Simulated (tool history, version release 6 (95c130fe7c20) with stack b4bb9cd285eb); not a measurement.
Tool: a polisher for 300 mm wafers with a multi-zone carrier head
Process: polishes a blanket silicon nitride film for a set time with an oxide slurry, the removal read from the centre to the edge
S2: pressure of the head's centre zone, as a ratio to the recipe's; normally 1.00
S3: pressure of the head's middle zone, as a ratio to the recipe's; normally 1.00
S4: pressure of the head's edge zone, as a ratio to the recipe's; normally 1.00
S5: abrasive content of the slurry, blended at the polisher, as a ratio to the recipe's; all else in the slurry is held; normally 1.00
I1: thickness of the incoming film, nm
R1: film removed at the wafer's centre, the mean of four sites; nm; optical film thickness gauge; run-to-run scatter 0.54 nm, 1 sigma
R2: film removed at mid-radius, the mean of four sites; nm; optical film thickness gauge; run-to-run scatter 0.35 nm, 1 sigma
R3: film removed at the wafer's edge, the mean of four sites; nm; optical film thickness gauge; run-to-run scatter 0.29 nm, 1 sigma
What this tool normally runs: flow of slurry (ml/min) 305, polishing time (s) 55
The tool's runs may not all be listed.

{"run": 1, "hour": 0.0, "flow of slurry (ml/min)": 305, "S2": 1.0, "S3": 1.0, "S4": 1.0, "S5": 1.0, "polishing time (s)": 55, "I1": 518.9, "R1": 49.8, "R2": 47.8, "R3": 46.0}
{"run": 2, "hour": 7.9, "flow of slurry (ml/min)": 305, "S2": 1.0, "S3": 1.0, "S4": 1.0, "S5": 1.0, "polishing time (s)": 55, "I1": 511.3, "R1": 48.9, "R2": 48.2, "R3": 46.0}
{"run": 3, "hour": 21.5, "flow of slurry (ml/min)": 305, "S2": 1.0, "S3": 1.0, "S4": 1.0, "S5": 1.0, "polishing time (s)": 55, "I1": 519.6, "R1": 49.9, "R2": 47.4, "R3": 46.6}
{"hour": 28.5, "done": "centre zone pressure recalibrated"}
{"run": 4, "hour": 29.1, "flow of slurry (ml/min)": 305, "S2": 1.0, "S3": 1.0, "S4": 1.0, "S5": 1.0, "polishing time (s)": 55, "I1": 519.1, "R1": 46.9, "R2": 48.1, "R3": 45.9}
{"run": 5, "hour": 45.4, "flow of slurry (ml/min)": 305, "S2": 1.0, "S3": 1.0, "S4": 1.0, "S5": 1.0, "polishing time (s)": 55, "I1": 518.8, "R1": 46.5, "R2": 47.6, "R3": 45.9}
{"run": 6, "hour": 55.9, "flow of slurry (ml/min)": 305, "S2": 1.0, "S3": 1.0, "S4": 1.0, "S5": 1.2, "polishing time (s)": 55, "I1": 516.0, "R1": 51.8, "R2": 53.0, "R3": 51.8}
{"hour": 67.7, "done": "carrier head's membrane replaced by a new one"}
{"hour": 69.2, "done": "worn pad replaced by a new one"}
{"run": 7, "hour": 73.8, "flow of slurry (ml/min)": 305, "S2": 1.0, "S3": 1.0, "S4": 1.0, "S5": 1.0, "polishing time (s)": 55, "I1": 527.0, "R1": 46.6, "R2": 48.0, "R3": 46.0}
{"run": 8, "hour": 114.9, "flow of slurry (ml/min)": 305, "S2": 1.0, "S3": 1.0, "S4": 0.88, "S5": 1.3, "polishing time (s)": 55, "I1": 516.6, "R1": 54.5, "R2": 55.4, "R3": 50.2}
{"run": 9, "hour": 132.6, "flow of slurry (ml/min)": 305, "S2": 1.0, "S3": 1.0, "S4": 1.0, "S5": 1.0, "polishing time (s)": 55, "I1": 517.0, "R1": 46.5, "R2": 47.7, "R3": 46.0}
{"run": 10, "hour": 147.7, "flow of slurry (ml/min)": 305, "S2": 1.0, "S3": 1.0, "S4": 1.0, "S5": 1.3, "polishing time (s)": 55, "I1": 528.4, "R1": 53.7, "R2": 55.8, "R3": 54.1}
{"run": 11, "hour": 163.5, "flow of slurry (ml/min)": 350, "S2": 1.0, "S3": 1.0, "S4": 0.96, "S5": 0.85, "polishing time (s)": 49, "I1": 521.2, "R1": 36.7, "R2": 38.1, "R3": 35.9}
{"hour": 170.2, "done": "edge zone pressure recalibrated"}
{"run": 12, "hour": 175.3, "flow of slurry (ml/min)": 395, "S2": 1.0, "S3": 1.0, "S4": 1.05, "S5": 1.0, "polishing time (s)": 69, "I1": 530.2, "R1": 59.4, "R2": 60.0, "R3": 60.5}
{"hour": 189.4, "done": "worn pad replaced by a new one"}
{"run": 13, "hour": 189.9, "flow of slurry (ml/min)": 380, "S2": 1.0, "S3": 1.0, "S4": 1.0, "S5": 1.0, "polishing time (s)": 73, "I1": 524.9, "R1": 63.6, "R2": 64.1, "R3": 61.7}
{"run": 14, "hour": 201.3, "flow of slurry (ml/min)": 395, "S2": 1.0, "S3": 1.0, "S4": 1.0, "S5": 1.2, "polishing time (s)": 55, "I1": 524.2, "R1": 53.9, "R2": 54.7, "R3": 52.7}
{"run": 15, "hour": 208.9, "flow of slurry (ml/min)": 200, "S2": 1.0, "S3": 1.0, "S4": 1.0, "S5": 0.85, "polishing time (s)": 55, "I1": 522.7, "R1": 40.2, "R2": 40.8, "R3": 39.4}
{"run": 16, "hour": 243.0, "flow of slurry (ml/min)": 305, "S2": 1.09, "S3": 1.04, "S4": 1.0, "S5": 1.25, "polishing time (s)": 74, "I1": 525.4, "R1": 78.8, "R2": 75.8, "R3": 70.5}
{"run": 17, "hour": 253.8, "flow of slurry (ml/min)": 305, "S2": 1.12, "S3": 1.0, "S4": 0.96, "S5": 1.0, "polishing time (s)": 55, "I1": 518.3, "R1": 51.1, "R2": 47.9, "R3": 45.4}
{"run": 18, "hour": 270.0, "flow of slurry (ml/min)": 305, "S2": 1.0, "S3": 1.0, "S4": 1.03, "S5": 1.2, "polishing time (s)": 55, "I1": 515.5, "R1": 52.9, "R2": 53.3, "R3": 52.2}
{"run": 19, "hour": 282.9, "flow of slurry (ml/min)": 305, "S2": 1.0, "S3": 1.0, "S4": 1.0, "S5": 1.0, "polishing time (s)": 55, "I1": 525.0, "R1": 47.9, "R2": 47.7, "R3": 46.2}
{"run": 20, "hour": 296.0, "flow of slurry (ml/min)": 305, "S2": 1.0, "S3": 1.07, "S4": 0.89, "S5": 1.0, "polishing time (s)": 55, "I1": 512.8, "R1": 47.9, "R2": 50.2, "R3": 44.3}
{"hour": 310.4, "done": "worn pad replaced by a new one"}
{"run": 21, "hour": 310.9, "flow of slurry (ml/min)": 305, "S2": 0.92, "S3": 1.0, "S4": 1.0, "S5": 1.0, "polishing time (s)": 55, "I1": 525.5, "R1": 45.0, "R2": 47.5, "R3": 46.3}
{"run": 22, "hour": 312.6, "flow of slurry (ml/min)": 375, "S2": 1.0, "S3": 1.0, "S4": 1.0, "S5": 1.0, "polishing time (s)": 61, "I1": 526.4, "R1": 54.3, "R2": 53.8, "R3": 51.3}

Here are 4 independent what-if runs from the current tool condition. What would each one return?
{"run": "A", "hour": 313.0, "flow of slurry (ml/min)": 305, "S2": 1.0, "S3": 1.0, "S4": 1.0, "S5": 1.0, "polishing time (s)": 55, "I1": 523.7, "R1": "?", "R2": "?", "R3": "?"}
{"run": "B", "hour": 313.0, "flow of slurry (ml/min)": 205, "S2": 1.0, "S3": 1.0, "S4": 1.04, "S5": 1.0, "polishing time (s)": 55, "I1": 523.7, "R1": "?", "R2": "?", "R3": "?"}
{"run": "C", "hour": 313.0, "flow of slurry (ml/min)": 305, "S2": 1.0, "S3": 1.0, "S4": 1.0, "S5": 0.9, "polishing time (s)": 55, "I1": 523.7, "R1": "?", "R2": "?", "R3": "?"}
{"run": "D", "hour": 313.0, "flow of slurry (ml/min)": 225, "S2": 1.0, "S3": 0.91, "S4": 1.0, "S5": 1.2, "polishing time (s)": 69, "I1": 523.7, "R1": "?", "R2": "?", "R3": "?"}

run=A R1=48.5 R2=48.2 R3=45.9
run=B R1=47.0 R2=46.8 R3=45.7
run=C R1=44.9 R2=44.6 R3=42.5
run=D R1=66.3 R2=61.0 R3=63.3
Had the tool no hidden state, the same runs would have come out as:
run=A R1=47.3 R2=48.2 R3=45.9
run=B R1=45.7 R2=46.8 R3=45.7
run=C R1=43.8 R2=44.6 R3=42.5
run=D R1=64.5 R2=61.0 R3=63.3
